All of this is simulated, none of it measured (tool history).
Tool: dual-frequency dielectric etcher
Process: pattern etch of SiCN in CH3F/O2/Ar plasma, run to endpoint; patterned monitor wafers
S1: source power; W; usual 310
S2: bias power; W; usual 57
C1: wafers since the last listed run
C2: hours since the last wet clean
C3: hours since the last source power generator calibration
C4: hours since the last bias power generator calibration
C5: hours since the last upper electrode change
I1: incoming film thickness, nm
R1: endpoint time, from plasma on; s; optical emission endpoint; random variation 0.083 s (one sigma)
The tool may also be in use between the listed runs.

Run 1, hour 0.0: usual settings but S2 60 W; C1 0; C2 280.2; C3 2538.6; C4 3965.4; C5 1917.2; I1 8.91. Result: R1 27.5 s.
Run 2, hour 33.5: usual settings but S1 290 W, S2 67 W; C1 336; C2 313.7; C3 2572.1; C4 3998.9; C5 1950.7; I1 8.97. Result: R1 27.0 s.
At hour 58.2: wet clean of the chamber.
Run 3, hour 58.7: usual settings but S1 290 W, S2 67 W; C1 12; C2 0.5; C3 2597.3; C4 4024.1; C5 1975.9; I1 8.84. Result: R1 26.0 s.
Run 4, hour 80.7: usual settings but S1 290 W, S2 67 W; C1 220; C2 22.5; C3 2619.3; C4 4046.1; C5 1997.9; I1 8.86. Result: R1 26.2 s.
Run 5, hour 103.7: usual settings; C1 230; C2 45.5; C3 2642.3; C4 4069.1; C5 2020.9; I1 8.88. Result: R1 27.8 s.
Run 6, hour 129.1: usual settings; C1 254; C2 70.9; C3 2667.7; C4 4094.5; C5 2046.3; I1 8.97. Result: R1 27.9 s.
Run 7, hour 146.7: usual settings; C1 176; C2 88.5; C3 2685.3; C4 4112.1; C5 2063.9; I1 8.96. Result: R1 28.0 s.
Run 8, hour 182.1: usual settings but S2 67 W; C1 355; C2 123.9; C3 2720.7; C4 4147.5; C5 2099.3; I1 8.94. Result: R1 26.1 s.
Run 9, hour 209.2: usual settings but S2 67 W; C1 272; C2 151.0; C3 2747.8; C4 4174.6; C5 2126.4; I1 8.92. Result: R1 26.0 s.
Run 10, hour 223.4: usual settings but S2 67 W; C1 142; C2 165.2; C3 2762.0; C4 4188.8; C5 2140.6; I1 8.93. Result: R1 26.0 s.
At hour 250.7: upper electrode replaced.
Run 11, hour 253.2: usual settings; C1 58; C2 195.0; C3 2791.8; C4 4218.6; C5 2.5; I1 8.90. Result: R1 28.2 s.
Run 12, hour 268.0: usual settings but S1 250 W, S2 48 W; C1 148; C2 209.8; C3 2806.6; C4 4233.4; C5 17.3; I1 8.97. Result: R1 32.8 s.
At hour 296.9: bias power generator calibrated.
Run 13, hour 297.4: usual settings but S2 49 W; C1 254; C2 239.2; C3 2836.0; C4 0.5; C5 46.7; I1 8.89. Result: R1 30.1 s.
Run 14, hour 324.6: usual settings but S2 43 W; C1 273; C2 266.4; C3 2863.2; C4 27.7; C5 73.9; I1 8.86. Result: R1 32.1 s.
At hour 332.5: source power generator calibrated.
Run 15, hour 353.7: usual settings; C1 251; C2 295.5; C3 21.2; C4 56.8; C5 103.0; I1 8.96. Result: R1 28.4 s.
Run 16, hour 397.2: usual settings but S1 260 W; C1 436; C2 339.0; C3 64.7; C4 100.3; C5 146.5; I1 8.99. Result: R1 30.4 s.
Run 17, hour 418.6: usual settings but S1 340 W, S2 65 W; C1 214; C2 360.4; C3 86.1; C4 121.7; C5 167.9; I1 8.87. Result: R1 26.0 s.
Run 18, hour 451.3: usual settings but S1 340 W, S2 65 W; C1 328; C2 393.1; C3 118.8; C4 154.4; C5 200.6; I1 8.86. Result: R1 26.0 s.

Forecast run 19:
At hour 499.8: wet clean of the chamber.
Run 19, hour 500.3: usual settings; C1 250; C2 0.5; C3 167.8; C4 203.4; C5 249.6; I1 8.98. Result: R1 ?.

{"run 19": {"R1": 28.0}}
Without the tool's hidden state the same run would have given R1 28.0 s.

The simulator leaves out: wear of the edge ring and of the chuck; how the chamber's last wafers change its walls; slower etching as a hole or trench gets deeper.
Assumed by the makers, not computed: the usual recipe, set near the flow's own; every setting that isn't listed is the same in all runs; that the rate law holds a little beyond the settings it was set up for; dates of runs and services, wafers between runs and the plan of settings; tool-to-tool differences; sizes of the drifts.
